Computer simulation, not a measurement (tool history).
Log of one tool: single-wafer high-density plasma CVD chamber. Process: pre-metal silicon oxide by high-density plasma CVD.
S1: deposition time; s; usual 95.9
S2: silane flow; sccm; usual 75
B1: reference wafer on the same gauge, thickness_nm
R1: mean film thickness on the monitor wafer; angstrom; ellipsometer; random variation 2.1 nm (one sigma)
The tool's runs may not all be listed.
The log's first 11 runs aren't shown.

| run | hour | S1 | S2 | B1 | R1 |
|---|---|---|---|---|---|
| 12 | 264.1 | 95.9 | 85 | 721.779 | 7618.33 |
| 13 | 284.7 | 95.9 | 67 | 721.782 | 5987.24 |
| 14 | 310.3 | 95.9 | 67 | 721.928 | 5992.36 |
| 15 | 324.3 | 95.9 | 67 | 722.385 | 6001.08 |
|  | 355.1 | silane flow controller replaced |
| 16 | 358.1 | 95.9 | 84 | 722.187 | 8203.76 |
| 17 | 376.4 | 100.5 | 75 | 721.632 | 7645.96 |
| 18 | 423.4 | 95.9 | 75 | 722.414 | 7318.50 |
| 19 | 444.0 | 107.2 | 70 | 722.212 | 7639.84 |
| 20 | 456.8 | 102.3 | 62 | 721.982 | 6448.46 |
| 21 | 474.8 | 95.9 | 67 | 722.069 | 6545.76 |
| 22 | 508.2 | 85.6 | 63 | 722.162 | 5486.49 |
| 23 | 541.3 | 95.9 | 62 | 721.622 | 6040.28 |
| 24 | 555.7 | 95.9 | 75 | 721.899 | 7325.30 |
| 25 | 627.5 | 84.1 | 85 | 722.241 | 7299.28 |
| 26 | 654.1 | 95.9 | 83 | 721.653 | 8111.62 |
| 27 | 674.1 | 114.2 | 75 | 722.728 | 8732.56 |
| 28 | 690.7 | 95.9 | 75 | 722.300 | 7363.98 |
| 29 | 717.8 | 95.9 | 70 | 721.746 | 6849.19 |
| 30 | 744.7 | 90.0 | 61 | 722.057 | 5566.17 |
| 31 | 762.2 | 80.4 | 83 | 721.392 | 6742.80 |
| 32 | 776.6 | 85.5 | 75 | 721.873 | 6533.92 |
| 33 | 790.8 | 114.7 | 80 | 721.677 | 9315.51 |
| 34 | 810.8 | 101.0 | 66 | 721.441 | 6768.02 |

Forecast each of these 5 alternatives for the next run:
| A | 811.2 | 95.9 | 75 | ? | ? |
| B | 811.2 | 103.1 | 68 | ? | ? |
| C | 811.2 | 81.7 | 70 | ? | ? |
| D | 811.2 | 83.0 | 86 | ? | ? |
| E | 811.2 | 114.4 | 63 | ? | ? |

| run | B1 | R1 |
|---|---|---|
| A | 721.785 | 7324.00 |
| B | 721.785 | 7138.98 |
| C | 721.785 | 5823.56 |
| D | 721.785 | 7268.50 |
| E | 721.785 | 7338.97 |
Without the tool's hidden state the same runs would have given:
| run | R1 |
|---|---|
| A | 7286.70 |
| B | 7102.62 |
| C | 5793.91 |
| D | 7231.49 |
| E | 7301.60 |
